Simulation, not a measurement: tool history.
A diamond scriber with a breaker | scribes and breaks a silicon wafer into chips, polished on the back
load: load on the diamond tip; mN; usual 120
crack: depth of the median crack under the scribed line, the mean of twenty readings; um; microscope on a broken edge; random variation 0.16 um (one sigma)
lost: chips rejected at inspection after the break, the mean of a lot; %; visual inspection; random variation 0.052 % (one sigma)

| run | hour | load | wafers since the last listed run | hours since the diamond tip was replaced | hours since the load on the tip was calibrated | incoming depth of the damage left on the back of the incoming wafer, um | crack | lost |
|---|---|---|---|---|---|---|---|---|
| 1 | 0.0 | 104 | 0 | 391.2 | 896.4 | 0.02 | 9.43 | 14.39 |
| 2 | 23.1 | 104 | 70 | 414.3 | 919.5 | 0.04 | 9.26 | 14.24 |
| 3 | 40.0 | 104 | 51 | 431.2 | 936.4 | 0.02 | 9.24 | 14.42 |
| 4 | 53.3 | 135 | 40 | 444.5 | 949.7 | 0.03 | 12.04 | 2.55 |
| 5 | 151.8 | 135 | 301 | 543.0 | 1048.2 | 0.02 | 11.72 | 3.00 |
| 6 | 166.3 | 120 | 44 | 557.5 | 1062.7 | 0.05 | 10.40 | 7.09 |
| 7 | 191.0 | 120 | 75 | 582.2 | 1087.4 | 0.04 | 10.28 | 7.31 |
| 8 | 213.1 | 146 | 67 | 604.3 | 1109.5 | 0.02 | 12.48 | 1.75 |
| 9 | 247.3 | 98 | 104 | 638.5 | 1143.7 | 0.04 | 8.37 | 23.71 |
| 10 | 265.1 | 98 | 54 | 656.3 | 1161.5 | 0.03 | 8.10 | 24.76 |
| 11 | 293.2 | 120 | 85 | 684.4 | 1189.6 | 0.02 | 10.08 | 9.24 |
| 12 | 318.6 | 120 | 77 | 709.8 | 1215.0 | 0.03 | 9.90 | 9.33 |
| 13 | 352.4 | 120 | 103 | 743.6 | 1248.8 | 0.02 | 10.06 | 10.16 |
| 14 | 369.7 | 120 | 52 | 760.9 | 1266.1 | 0.03 | 10.14 | 10.54 |
| 15 | 393.8 | 120 | 73 | 785.0 | 1290.2 | 0.01 | 9.74 | 9.95 |
| 16 | 418.7 | 120 | 76 | 809.9 | 1315.1 | 0.04 | 9.80 | 11.16 |
| 17 | 431.9 | 120 | 40 | 823.1 | 1328.3 | 0.02 | 9.56 | 12.20 |
| 18 | 460.6 | 120 | 87 | 851.8 | 1357.0 | 0.05 | 9.85 | 11.66 |
| 19 | 477.0 | 97 | 50 | 868.2 | 1373.4 | 0.01 | 7.48 | 28.45 |
|  | 491.8 | diamond tip replaced by a new one |
| 20 | 492.3 | 93 | 40 | 0.5 | 1388.7 | 0.05 | 8.29 | 21.87 |
| 21 | 520.1 | 145 | 85 | 28.3 | 1416.5 | 0.02 | 13.20 | 1.55 |
| 22 | 546.7 | 130 | 81 | 54.9 | 1443.1 | 0.05 | 11.87 | 2.73 |
| 23 | 575.6 | 108 | 88 | 83.8 | 1472.0 | 0.01 | 9.51 | 10.05 |
| 24 | 592.1 | 139 | 50 | 100.3 | 1488.5 | 0.04 | 12.76 | 1.68 |
| 25 | 625.1 | 120 | 100 | 133.3 | 1521.5 | 0.04 | 11.00 | 5.39 |
| 26 | 658.0 | 141 | 100 | 166.2 | 1554.4 | 0.02 | 12.73 | 1.67 |
| 27 | 690.5 | 86 | 99 | 198.7 | 1586.9 | 0.02 | 7.44 | 29.45 |
|  | 773.0 | load on the tip recalibrated |
| 28 | 792.8 | 96 | 306 | 301.0 | 19.8 | 0.02 | 10.46 | 8.26 |
| 29 | 827.6 | 120 | 106 | 335.8 | 54.6 | 0.03 | 12.86 | 1.55 |
| 30 | 841.2 | 149 | 41 | 349.4 | 68.2 | 0.02 | 15.65 | 5.07 |
| 31 | 913.6 | 103 | 221 | 421.8 | 140.6 | 0.02 | 10.66 | 6.34 |
| 32 | 932.2 | 137 | 56 | 440.4 | 159.2 | 0.04 | 14.27 | 2.11 |
| 33 | 966.0 | 107 | 103 | 474.2 | 193.0 | 0.04 | 10.99 | 5.41 |
| 34 | 991.1 | 133 | 76 | 499.3 | 218.1 | 0.03 | 13.14 | 1.60 |
| 35 | 1021.1 | 120 | 91 | 529.3 | 248.1 | 0.02 | 11.97 | 2.29 |
| 36 | 1035.6 | 120 | 44 | 543.8 | 262.6 | 0.05 | 11.90 | 2.41 |
| 37 | 1078.7 | 120 | 131 | 586.9 | 305.7 | 0.02 | 11.65 | 2.79 |
| 38 | 1101.8 | 94 | 70 | 610.0 | 328.8 | 0.03 | 8.84 | 15.61 |
| 39 | 1120.3 | 136 | 56 | 628.5 | 347.3 | 0.05 | 12.94 | 1.45 |
| 40 | 1150.9 | 91 | 93 | 659.1 | 377.9 | 0.02 | 8.45 | 22.35 |
| 41 | 1169.5 | 85 | 56 | 677.7 | 396.5 | 0.03 | 7.83 | 29.11 |

3 ways to go on from here, each from the tool as it stands after run 41. What would each give?
| A | 1170.0 | 120 | 1 | 678.2 | 397.0 | 0.03 | ? | ? |
| B | 1170.0 | 90 | 1 | 678.2 | 397.0 | 0.03 | ? | ? |
| C | 1170.0 | 152 | 1 | 678.2 | 397.0 | 0.03 | ? | ? |

| run | crack | lost |
|---|---|---|
| A | 11.28 | 3.61 |
| B | 8.19 | 21.40 |
| C | 14.17 | 2.11 |
Without the tool's hidden state the same runs would have given:
| run | crack | lost |
|---|---|---|
| A | 13.06 | 1.42 |
| B | 9.48 | 11.49 |
| C | 16.40 | 6.65 |
